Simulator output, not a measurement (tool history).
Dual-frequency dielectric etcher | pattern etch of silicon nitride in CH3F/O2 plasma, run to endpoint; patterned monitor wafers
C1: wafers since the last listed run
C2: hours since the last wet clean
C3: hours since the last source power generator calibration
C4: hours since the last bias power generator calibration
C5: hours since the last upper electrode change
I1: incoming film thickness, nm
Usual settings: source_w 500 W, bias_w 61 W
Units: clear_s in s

{"run": 1, "hour": 0.0, "source_w": 500, "bias_w": 61, "C1": 0, "C2": 348, "C3": 1315.6, "C4": 4370.6, "C5": 2424.9, "I1": 73.8, "clear_s": 70}
{"run": 2, "hour": 19.5, "source_w": 500, "bias_w": 58, "C1": 102, "C2": 367.5, "C3": 1335.1, "C4": 4390.1, "C5": 2444.4, "I1": 74, "clear_s": 71}
{"run": 3, "hour": 51.5, "source_w": 500, "bias_w": 58, "C1": 167, "C2": 399.5, "C3": 1367.1, "C4": 4422.1, "C5": 2476.4, "I1": 74.2, "clear_s": 70.9}
{"run": 4, "hour": 77.4, "source_w": 500, "bias_w": 58, "C1": 135, "C2": 425.4, "C3": 1393, "C4": 4448, "C5": 2502.3, "I1": 74.1, "clear_s": 70.4}
{"hour": 121.0, "done": "wet clean of the chamber"}
{"run": 5, "hour": 148.6, "source_w": 460, "bias_w": 61, "C1": 247, "C2": 27.6, "C3": 1464.2, "C4": 4519.2, "C5": 2573.5, "I1": 74.3, "clear_s": 75.3}
{"run": 6, "hour": 164.0, "source_w": 460, "bias_w": 61, "C1": 80, "C2": 43, "C3": 1479.6, "C4": 4534.6, "C5": 2588.9, "I1": 74.9, "clear_s": 75.5}
{"run": 7, "hour": 177.1, "source_w": 460, "bias_w": 61, "C1": 68, "C2": 56.1, "C3": 1492.7, "C4": 4547.7, "C5": 2602, "I1": 74, "clear_s": 75.3}
{"run": 8, "hour": 200.4, "source_w": 500, "bias_w": 61, "C1": 121, "C2": 79.4, "C3": 1516, "C4": 4571, "C5": 2625.3, "I1": 73.8, "clear_s": 71.6}
{"run": 9, "hour": 215.9, "source_w": 500, "bias_w": 61, "C1": 81, "C2": 94.9, "C3": 1531.5, "C4": 4586.5, "C5": 2640.8, "I1": 73.5, "clear_s": 71.7}
{"run": 10, "hour": 242.7, "source_w": 500, "bias_w": 61, "C1": 140, "C2": 121.7, "C3": 1558.3, "C4": 4613.3, "C5": 2667.6, "I1": 73.9, "clear_s": 71.9}
{"run": 11, "hour": 259.5, "source_w": 530, "bias_w": 61, "C1": 87, "C2": 138.5, "C3": 1575.1, "C4": 4630.1, "C5": 2684.4, "I1": 74.1, "clear_s": 70.5}
{"run": 12, "hour": 291.8, "source_w": 500, "bias_w": 61, "C1": 169, "C2": 170.8, "C3": 1607.4, "C4": 4662.4, "C5": 2716.7, "I1": 74.3, "clear_s": 71.8}
{"hour": 318.7, "done": "upper electrode replaced"}
{"run": 13, "hour": 322.9, "source_w": 500, "bias_w": 61, "C1": 37, "C2": 201.9, "C3": 1638.5, "C4": 4693.5, "C5": 4.2, "I1": 73.2, "clear_s": 70.5}
{"run": 14, "hour": 340.8, "source_w": 410, "bias_w": 61, "C1": 93, "C2": 219.8, "C3": 1656.4, "C4": 4711.4, "C5": 22.1, "I1": 74.2, "clear_s": 76.1}
{"run": 15, "hour": 408.6, "source_w": 410, "bias_w": 61, "C1": 354, "C2": 287.6, "C3": 1724.2, "C4": 4779.2, "C5": 89.9, "I1": 74.6, "clear_s": 76.7}
{"run": 16, "hour": 424.6, "source_w": 500, "bias_w": 61, "C1": 83, "C2": 303.6, "C3": 1740.2, "C4": 4795.2, "C5": 105.9, "I1": 73.3, "clear_s": 70.6}
{"run": 17, "hour": 511.3, "source_w": 500, "bias_w": 61, "C1": 453, "C2": 390.3, "C3": 1826.9, "C4": 4881.9, "C5": 192.6, "I1": 73.8, "clear_s": 70.5}
{"run": 18, "hour": 546.8, "source_w": 570, "bias_w": 61, "C1": 185, "C2": 425.8, "C3": 1862.4, "C4": 4917.4, "C5": 228.1, "I1": 73.9, "clear_s": 66.6}
{"run": 19, "hour": 565.1, "source_w": 500, "bias_w": 61, "C1": 95, "C2": 444.1, "C3": 1880.7, "C4": 4935.7, "C5": 246.4, "I1": 73.8, "clear_s": 69.6}
{"run": 20, "hour": 595.9, "source_w": 570, "bias_w": 61, "C1": 161, "C2": 474.9, "C3": 1911.5, "C4": 4966.5, "C5": 277.2, "I1": 74.3, "clear_s": 66.2}
{"run": 21, "hour": 613.8, "source_w": 450, "bias_w": 75, "C1": 93, "C2": 492.8, "C3": 1929.4, "C4": 4984.4, "C5": 295.1, "I1": 74.7, "clear_s": 68.6}
{"hour": 628.1, "done": "bias power generator calibrated"}
{"hour": 639.2, "done": "wet clean of the chamber"}
{"run": 22, "hour": 647.1, "source_w": 500, "bias_w": 61, "C1": 94, "C2": 7.9, "C3": 1962.7, "C4": 19, "C5": 328.4, "I1": 73.2, "clear_s": 72.7}
{"hour": 664.0, "done": "source power generator calibrated"}
{"run": 23, "hour": 666.6, "source_w": 430, "bias_w": 61, "C1": 81, "C2": 27.4, "C3": 2.6, "C4": 38.5, "C5": 347.9, "I1": 73.4, "clear_s": 76.4}
{"run": 24, "hour": 686.1, "source_w": 390, "bias_w": 56, "C1": 102, "C2": 46.9, "C3": 22.1, "C4": 58, "C5": 367.4, "I1": 74.2, "clear_s": 81.6}
{"run": 25, "hour": 711.6, "source_w": 540, "bias_w": 75, "C1": 133, "C2": 72.4, "C3": 47.6, "C4": 83.5, "C5": 392.9, "I1": 74.5, "clear_s": 67.7}
{"run": 26, "hour": 729.8, "source_w": 420, "bias_w": 67, "C1": 95, "C2": 90.6, "C3": 65.8, "C4": 101.7, "C5": 411.1, "I1": 74.3, "clear_s": 75.8}
{"run": 27, "hour": 749.8, "source_w": 390, "bias_w": 73, "C1": 104, "C2": 110.6, "C3": 85.8, "C4": 121.7, "C5": 431.1, "I1": 73.6, "clear_s": 76.1}
{"run": 28, "hour": 766.8, "source_w": 620, "bias_w": 73, "C1": 89, "C2": 127.6, "C3": 102.8, "C4": 138.7, "C5": 448.1, "I1": 74, "clear_s": 64}
{"run": 29, "hour": 791.2, "source_w": 440, "bias_w": 61, "C1": 127, "C2": 152, "C3": 127.2, "C4": 163.1, "C5": 472.5, "I1": 74.4, "clear_s": 76.8}
{"run": 30, "hour": 803.6, "source_w": 440, "bias_w": 68, "C1": 64, "C2": 164.4, "C3": 139.6, "C4": 175.5, "C5": 484.9, "I1": 73.2, "clear_s": 73.1}
{"run": 31, "hour": 840.7, "source_w": 500, "bias_w": 61, "C1": 194, "C2": 201.5, "C3": 176.7, "C4": 212.6, "C5": 522, "I1": 74.6, "clear_s": 72.2}
{"run": 32, "hour": 861.5, "source_w": 580, "bias_w": 61, "C1": 108, "C2": 222.3, "C3": 197.5, "C4": 233.4, "C5": 542.8, "I1": 74.5, "clear_s": 68.3}
{"run": 33, "hour": 877.6, "source_w": 500, "bias_w": 47, "C1": 84, "C2": 238.4, "C3": 213.6, "C4": 249.5, "C5": 558.9, "I1": 73.3, "clear_s": 74.6}
{"run": 34, "hour": 895.6, "source_w": 500, "bias_w": 70, "C1": 94, "C2": 256.4, "C3": 231.6, "C4": 267.5, "C5": 576.9, "I1": 74.6, "clear_s": 69.9}
{"run": 35, "hour": 927.8, "source_w": 550, "bias_w": 71, "C1": 168, "C2": 288.6, "C3": 263.8, "C4": 299.7, "C5": 609.1, "I1": 73.5, "clear_s": 65.7}

4 ways to go on from here, each from the tool as it stands after run 35. What would each give?
{"run": "A", "hour": 928.3, "source_w": 450, "bias_w": 61, "C1": 2, "C2": 289.1, "C3": 264.3, "C4": 300.2, "C5": 609.6, "I1": 73.9, "clear_s": "?"}
{"run": "B", "hour": 928.3, "source_w": 430, "bias_w": 71, "C1": 2, "C2": 289.1, "C3": 264.3, "C4": 300.2, "C5": 609.6, "I1": 73.9, "clear_s": "?"}
{"run": "C", "hour": 928.3, "source_w": 500, "bias_w": 51, "C1": 2, "C2": 289.1, "C3": 264.3, "C4": 300.2, "C5": 609.6, "I1": 73.9, "clear_s": "?"}
{"run": "D", "hour": 928.3, "source_w": 550, "bias_w": 46, "C1": 2, "C2": 289.1, "C3": 264.3, "C4": 300.2, "C5": 609.6, "I1": 73.9, "clear_s": "?"}

run=A clear_s=74.2
run=B clear_s=72.9
run=C clear_s=74.2
run=D clear_s=73
Without the tool's hidden state the same runs would have given:
run=A clear_s=76.1
run=B clear_s=74.7
run=C clear_s=76
run=D clear_s=74.8

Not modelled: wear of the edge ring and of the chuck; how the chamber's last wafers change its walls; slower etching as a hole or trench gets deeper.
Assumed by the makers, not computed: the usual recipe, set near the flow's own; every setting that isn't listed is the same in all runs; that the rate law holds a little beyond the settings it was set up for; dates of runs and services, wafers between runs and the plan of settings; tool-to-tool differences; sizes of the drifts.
